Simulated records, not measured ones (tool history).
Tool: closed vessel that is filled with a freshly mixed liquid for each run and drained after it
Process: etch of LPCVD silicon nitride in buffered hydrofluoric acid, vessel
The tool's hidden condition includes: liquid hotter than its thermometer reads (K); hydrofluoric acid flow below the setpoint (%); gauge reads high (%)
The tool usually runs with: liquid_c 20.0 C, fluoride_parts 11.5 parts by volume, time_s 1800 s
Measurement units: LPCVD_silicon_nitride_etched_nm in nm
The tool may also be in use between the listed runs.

run   hour  liquid_c  fluoride_parts  time_s  wafers since the last listed run  hours since the thermometer was replaced  hours since the hydrofluoric acid flow meter was replaced  hours since the gauge calibration  read-back film thickness of the LPCVD silicon nitride reference wafer, read on the same gauge (nm)  LPCVD_silicon_nitride_etched_nm
  1    0.0      20.0            11.5    1800                                 0                                     770.1                                                      361.7                               51.4                                                                                              119.98                            20.61
  2    9.6      20.0            11.5    1800                               355                                     779.7                                                      371.3                               61.0                                                                                              120.02                            20.48
  3   24.9      20.0            11.5    1800                               566                                     795.0                                                      386.6                               76.3                                                                                              120.00                            20.15
  4   35.0      18.5            11.5    1800                               374                                     805.1                                                      396.7                               86.4                                                                                              120.00                            18.45
  5   51.3      20.0            11.5    1800                               603                                     821.4                                                      413.0                              102.7                                                                                              120.00                            20.62
  6   60.4      20.0            11.5    1800                               336                                     830.5                                                      422.1                              111.8                                                                                              119.96                            20.24
  7   71.7      20.0            11.5    1800                               418                                     841.8                                                      433.4                              123.1                                                                                              119.97                            20.18
  8   82.5      20.0            11.5    1800                               399                                     852.6                                                      444.2                              133.9                                                                                              120.04                            20.13
  9   93.0      21.0             8.5    1800                               388                                     863.1                                                      454.7                              144.4                                                                                              120.05                            28.28
      94.9  -- thermometer replaced
 10  107.0      20.0            11.5    1800                               481                                      12.1                                                      468.7                              158.4                                                                                              119.99                            20.43
 11  115.9      20.0            11.5    1800                               329                                      21.0                                                      477.6                              167.3                                                                                              120.05                            20.47
 12  132.2      20.0            11.5    1800                               603                                      37.3                                                      493.9                              183.6                                                                                              120.04                            20.30
     136.4  -- gauge calibrated
 13  141.2      20.0            11.5    1800                               333                                      46.3                                                      502.9                                4.8                                                                                              119.98                            20.47
 14  158.0      20.0            11.5    1800                               622                                      63.1                                                      519.7                               21.6                                                                                              119.98                            20.28
 15  167.6      20.0            11.5    1800                               355                                      72.7                                                      529.3                               31.2                                                                                              120.00                            20.28
 16  181.9      20.0            11.5    1800                               529                                      87.0                                                      543.6                               45.5                                                                                              120.03                            20.84
 17  194.3      23.0             7.5    2555                               459                                      99.4                                                      556.0                               57.9                                                                                              120.00                            51.98
     198.6  -- hydrofluoric acid flow meter replaced
 18  208.8      20.0            11.5    1800                               499                                     113.9                                                       10.2                               72.4                                                                                              120.02                            20.56
 19  215.3      20.0            11.5    1800                               240                                     120.4                                                       16.7                               78.9                                                                                              119.99                            20.49
 20  226.5      20.0             9.0    1800                               414                                     131.6                                                       27.9                               90.1                                                                                              119.97                            24.55
 21  233.9      20.0             8.5    2185                               274                                     139.0                                                       35.3                               97.5                                                                                              119.97                            31.97
 22  242.6      20.0            11.5    1800                               322                                     147.7                                                       44.0                              106.2                                                                                              119.99                            20.44
 23  253.6      17.5            14.5    1450                               407                                     158.7                                                       55.0                              117.2                                                                                              119.98                            11.39
 24  263.7      24.5            11.5    2330                               374                                     168.8                                                       65.1                              127.3                                                                                              119.99                            33.81
 25  281.1      20.0            11.5    1345                               644                                     186.2                                                       82.5                              144.7                                                                                              119.97                            15.47
     284.4  -- gauge calibrated
 26  288.2      20.0            14.0    1800                               262                                     193.3                                                       89.6                                3.8                                                                                              120.01                            17.06
 27  294.7      20.0            11.5    1800                               240                                     199.8                                                       96.1                               10.3                                                                                              119.99                            20.89
 28  304.5      17.0             8.5    1800                               362                                     209.6                                                      105.9                               20.1                                                                                              119.98                            22.48

Describe how what the log doesn't record of the tool's condition differs between the last listed run preceding each entry between runs and the first listed run following it.
From run 9 to run 10: thermometer replaced (hour 94.9)
  no difference in the tool's unlogged condition between these two runs
From run 12 to run 13: gauge calibrated (hour 136.4)
  no difference in the tool's unlogged condition between these two runs
From run 17 to run 18: hydrofluoric acid flow meter replaced (hour 198.6)
  no difference in the tool's unlogged condition between these two runs
From run 25 to run 26: gauge calibrated (hour 284.4)
  no difference in the tool's unlogged condition between these two runs
